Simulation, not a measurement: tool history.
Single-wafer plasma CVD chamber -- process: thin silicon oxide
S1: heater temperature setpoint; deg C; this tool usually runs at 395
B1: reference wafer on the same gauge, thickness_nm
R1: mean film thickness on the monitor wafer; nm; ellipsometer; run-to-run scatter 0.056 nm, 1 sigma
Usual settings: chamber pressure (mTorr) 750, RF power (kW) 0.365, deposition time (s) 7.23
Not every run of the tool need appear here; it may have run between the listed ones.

Run 1, hour 0.0: usual settings but RF power (kW) 0.385; B1 10.187. Result: R1 12.650 nm.
At hour 13.0: capacitance manometer re-zeroed and calibrated.
Run 2, hour 13.6: usual settings but RF power (kW) 0.385; B1 10.202. Result: R1 12.626 nm.
Run 3, hour 28.7: usual settings but RF power (kW) 0.385; B1 10.203. Result: R1 12.702 nm.
Run 4, hour 42.4: usual settings; B1 10.205. Result: R1 12.535 nm.
Run 5, hour 59.5: usual settings but deposition time (s) 6.79; B1 10.189. Result: R1 11.750 nm.
At hour 77.1: thermocouple changed; heater temperature recalibrated.
Run 6, hour 77.6: usual settings but RF power (kW) 0.385; B1 10.201. Result: R1 12.731 nm.
Run 7, hour 78.7: usual settings but chamber pressure (mTorr) 876; B1 10.197. Result: R1 14.510 nm.
Run 8, hour 89.2: usual settings but S1 383 deg C, chamber pressure (mTorr) 870, RF power (kW) 0.385, deposition time (s) 8.57; B1 10.191. Result: R1 17.313 nm.
At hour 104.3: RF generator calibrated.
Run 9, hour 104.8: usual settings but S1 389 deg C, chamber pressure (mTorr) 673, RF power (kW) 0.400, deposition time (s) 8.13; B1 10.198. Result: R1 12.924 nm.
Run 10, hour 113.3: usual settings but RF power (kW) 0.385, deposition time (s) 7.98; B1 10.204. Result: R1 14.035 nm.
Run 11, hour 129.5: usual settings but chamber pressure (mTorr) 652, RF power (kW) 0.420, deposition time (s) 6.44; B1 10.205. Result: R1 10.010 nm.
Run 12, hour 143.4: usual settings but S1 381 deg C, deposition time (s) 8.07; B1 10.194. Result: R1 14.148 nm.
Run 13, hour 150.4: usual settings; B1 10.200. Result: R1 12.535 nm.
Run 14, hour 161.0: usual settings but S1 383 deg C, chamber pressure (mTorr) 918, deposition time (s) 8.06; B1 10.210. Result: R1 16.901 nm.
Run 15, hour 176.2: usual settings but RF power (kW) 0.325; B1 10.207. Result: R1 12.119 nm.
Run 16, hour 187.9: usual settings but S1 382 deg C, deposition time (s) 8.61; B1 10.195. Result: R1 14.964 nm.
At hour 192.9: gauge calibrated.
Run 17, hour 200.1: usual settings but chamber pressure (mTorr) 564, deposition time (s) 5.90; B1 10.207. Result: R1 7.539 nm.
Run 18, hour 206.9: usual settings; B1 10.200. Result: R1 12.485 nm.
Run 19, hour 221.7: usual settings but S1 410 deg C, chamber pressure (mTorr) 591, RF power (kW) 0.315, deposition time (s) 6.53; B1 10.210. Result: R1 8.370 nm.
Run 20, hour 234.1: usual settings but S1 405 deg C, RF power (kW) 0.425; B1 10.193. Result: R1 12.885 nm.
Run 21, hour 240.9: usual settings but chamber pressure (mTorr) 897; B1 10.198. Result: R1 14.760 nm.
Run 22, hour 255.9: usual settings but S1 407 deg C, chamber pressure (mTorr) 825; B1 10.193. Result: R1 13.648 nm.
Run 23, hour 269.3: usual settings but S1 388 deg C, chamber pressure (mTorr) 641, RF power (kW) 0.340, deposition time (s) 6.54; B1 10.210. Result: R1 9.461 nm.
Run 24, hour 283.9: usual settings but RF power (kW) 0.385, deposition time (s) 6.07; B1 10.208. Result: R1 10.656 nm.
Run 25, hour 301.4: usual settings but RF power (kW) 0.310, deposition time (s) 6.25; B1 10.200. Result: R1 10.236 nm.
Run 26, hour 309.2: usual settings but S1 390 deg C, RF power (kW) 0.410, deposition time (s) 6.14; B1 10.206. Result: R1 10.992 nm.
Run 27, hour 325.7: usual settings; B1 10.201. Result: R1 12.447 nm.
Run 28, hour 333.8: usual settings but RF power (kW) 0.340, deposition time (s) 8.40; B1 10.203. Result: R1 14.322 nm.

What if the next run were any one of these 5? Each begins from the tool's condition after run 28:
Run A, hour 334.2: usual settings; B1 ?. Result: R1 ?.
Run B, hour 334.2: usual settings but S1 390 deg C, chamber pressure (mTorr) 831; B1 ?. Result: R1 ?.
Run C, hour 334.2: usual settings but deposition time (s) 7.96; B1 ?. Result: R1 ?.
Run D, hour 334.2: usual settings but chamber pressure (mTorr) 801; B1 ?. Result: R1 ?.
Run E, hour 334.2: usual settings but S1 383 deg C, RF power (kW) 0.395, deposition time (s) 6.69; B1 ?. Result: R1 ?.

run      B1      R1
  A  10.192  12.504
  B  10.192  13.829
  C  10.192  13.763
  D  10.192  13.312
  E  10.192  11.919
Had the tool no hidden state, the same runs would have come out as:
run      R1
  A  12.504
  B  13.829
  C  13.763
  D  13.312
  E  11.919
